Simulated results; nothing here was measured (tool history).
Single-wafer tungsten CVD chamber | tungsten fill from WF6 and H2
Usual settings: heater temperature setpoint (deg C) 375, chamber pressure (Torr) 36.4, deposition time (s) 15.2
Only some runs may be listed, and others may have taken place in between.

run    hour  heater temperature setpoint (deg C)  chamber pressure (Torr)  deposition time (s)  wafers since the last listed run  hours since the last thermocouple change  hours since the last manometer calibration  hours since the showerhead was replaced  hours since the gauge calibration  read-back reference wafer on the same gauge, thickness_nm  mean film thickness on the monitor wafer (angstrom)
  1       0                                  375                     29.2                 15.2                                 0                                       768                                       272.3                                   6506.4                              494.9                                                     24.084                                               260.34
  2    48.1                                  375                     29.2                 15.2                              1123                                     816.1                                       320.4                                   6554.5                                543                                                     24.026                                               261.44
  3   109.2                                  375                     29.2                 15.2                              1427                                     877.2                                       381.5                                   6615.6                              604.1                                                     24.075                                               260.48
  4   210.2                                  375                     41.6                 15.2                              2359                                     978.2                                       482.5                                   6716.6                              705.1                                                     23.939                                               297.17
  5   321.1                                  375                     41.2                 14.3                              2590                                    1089.1                                       593.4                                   6827.5                                816                                                     23.861                                               277.29
  6   387.6                                  375                     41.2                 14.3                              1553                                    1155.6                                       659.9                                     6894                              882.5                                                     23.819                                               279.88
  7   495.2                                  375                     34.1                 15.2                              2513                                    1263.2                                       767.5                                   7001.6                              990.1                                                     23.788                                               274.78
  8   547.6                                  375                     36.4                 15.2                              1223                                    1315.6                                       819.9                                     7054                             1042.5                                                     23.848                                               283.75
  9   608.8                                  375                     36.4                 14.4                              1429                                    1376.8                                       881.1                                   7115.2                             1103.7                                                     23.816                                               268.03
 10   714.9                                  375                     36.4                 15.2                              2478                                    1482.9                                       987.2                                   7221.3                             1209.8                                                     23.648                                               279.03
 11   783.5                                  375                     36.4                 14.5                              1602                                    1551.5                                      1055.8                                   7289.9                             1278.4                                                     23.623                                               266.41
      845.9  -- showerhead replaced
 12   847.4                                  375                     36.4                 14.5                              1305                                    1615.4                                      1119.7                                      1.5                             1342.3                                                     23.608                                               266.14
 13   923.9                                  375                     36.4                 14.5                              1786                                    1691.9                                      1196.2                                       78                             1418.8                                                     23.628                                               266.09
 14  1006.9                                  375                     36.4                 15.2                              1938                                    1774.9                                      1279.2                                      161                             1501.8                                                     23.555                                               279.33
 15  1051.4                                  375                     36.4                 15.2                              1039                                    1819.4                                      1323.7                                    205.5                             1546.3                                                     23.579                                               277.83
 16  1108.2                                  375                     30.2                 12.3                              1326                                    1876.2                                      1380.5                                    262.3                             1603.1                                                     23.509                                               209.34
 17  1173.6                                  380                     39.4                 12.5                              1527                                    1941.6                                      1445.9                                    327.7                             1668.5                                                     23.432                                               258.39
 18  1219.7                                  375                     36.4                 15.2                              1076                                    1987.7                                        1492                                    373.8                             1714.6                                                     23.436                                               276.25
     1307.2  -- thermocouple changed; heater temperature recalibrated
 19    1315                                  375                     32.7                 17.8                              2039                                       7.8                                      1587.3                                    469.1                             1809.9                                                     23.406                                               310.86
 20    1356                                  375                     36.4                 16.5                               957                                      48.8                                      1628.3                                    510.1                             1850.9                                                     23.427                                               301.61
 21  1392.2                                  375                     41.9                 15.2                               845                                        85                                      1664.5                                    546.3                             1887.1                                                     23.416                                               291.83
     1542.1  -- capacitance manometer re-zeroed and calibrated
     1675.8  -- gauge calibrated
 22  1696.9                                  367                     43.7                 17.7                              6930                                     389.7                                       154.8                                      851                               21.1                                                     24.305                                               308.61
 23    1780                                  370                     36.4                 13.1                              1940                                     472.8                                       237.9                                    934.1                              104.2                                                     24.265                                               225.51
 24  1875.2                                  379                     30.6                 12.5                              2223                                       568                                       333.1                                   1029.3                              199.4                                                     24.172                                               234.64
 25  1926.9                                  385                     45.3                 12.4                              1207                                     619.7                                       384.8                                     1081                              251.1                                                     24.149                                               304.88
 26  1979.8                                  381                     43.5                 17.6                              1235                                     672.6                                       437.7                                   1133.9                                304                                                     24.135                                               392.83
 27  2018.9                                  385                     36.4                 15.2                               913                                     711.7                                       476.8                                     1173                              343.1                                                     24.171                                                339.5
 28  2107.7                                  375                     36.4                 16.1                              2074                                     800.5                                       565.6                                   1261.8                              431.9                                                     24.149                                               302.59
 29  2146.4                                  385                     40.8                   14                               903                                     839.2                                       604.3                                   1300.5                              470.6                                                     24.118                                               324.65
 30  2187.2                                  375                     41.6                   14                               952                                       880                                       645.1                                   1341.3                              511.4                                                     24.149                                               275.54
 31  2240.4                                  370                     36.4                 13.1                              1242                                     933.2                                       698.3                                   1394.5                              564.6                                                     24.067                                               223.62
 32  2318.8                                  389                     29.4                 15.2                              1831                                    1011.6                                       776.7                                   1472.9                                643                                                     24.023                                               333.84
 33  2410.5                                  375                     36.4                 14.5                              2141                                    1103.3                                       868.4                                   1564.6                              734.7                                                     23.976                                               270.12

Alternative continuations, all from the tool just after run 33; predict every row:
  A  2410.9                                  375                     36.4                 13.1                                 9                                    1103.7                                       868.8                                     1565                              735.1                                                          ?                                                    ?
  B  2410.9                                  375                     36.4                 18.1                                 9                                    1103.7                                       868.8                                     1565                              735.1                                                          ?                                                    ?
  C  2410.9                                  365                     36.4                 15.2                                 9                                    1103.7                                       868.8                                     1565                              735.1                                                          ?                                                    ?
  D  2410.9                                  367                     36.4                 15.2                                 9                                    1103.7                                       868.8                                     1565                              735.1                                                          ?                                                    ?
  E  2410.9                                  386                     33.6                 15.2                                 9                                    1103.7                                       868.8                                     1565                              735.1                                                          ?                                                    ?

run  read-back reference wafer on the same gauge, thickness_nm  mean film thickness on the monitor wafer (angstrom)
  A                                                     23.967                                                242.7
  B                                                     23.967                                               335.81
  C                                                     23.967                                               233.44
  D                                                     23.967                                               242.56
  E                                                     23.967                                                333.5
The same runs, with their run-to-run variation unchanged, on a tool lacking any hidden condition would have given:
run  mean film thickness on the monitor wafer (angstrom)
  A                                               247.26
  B                                               342.12
  C                                               237.82
  D                                               247.12
  E                                               339.77
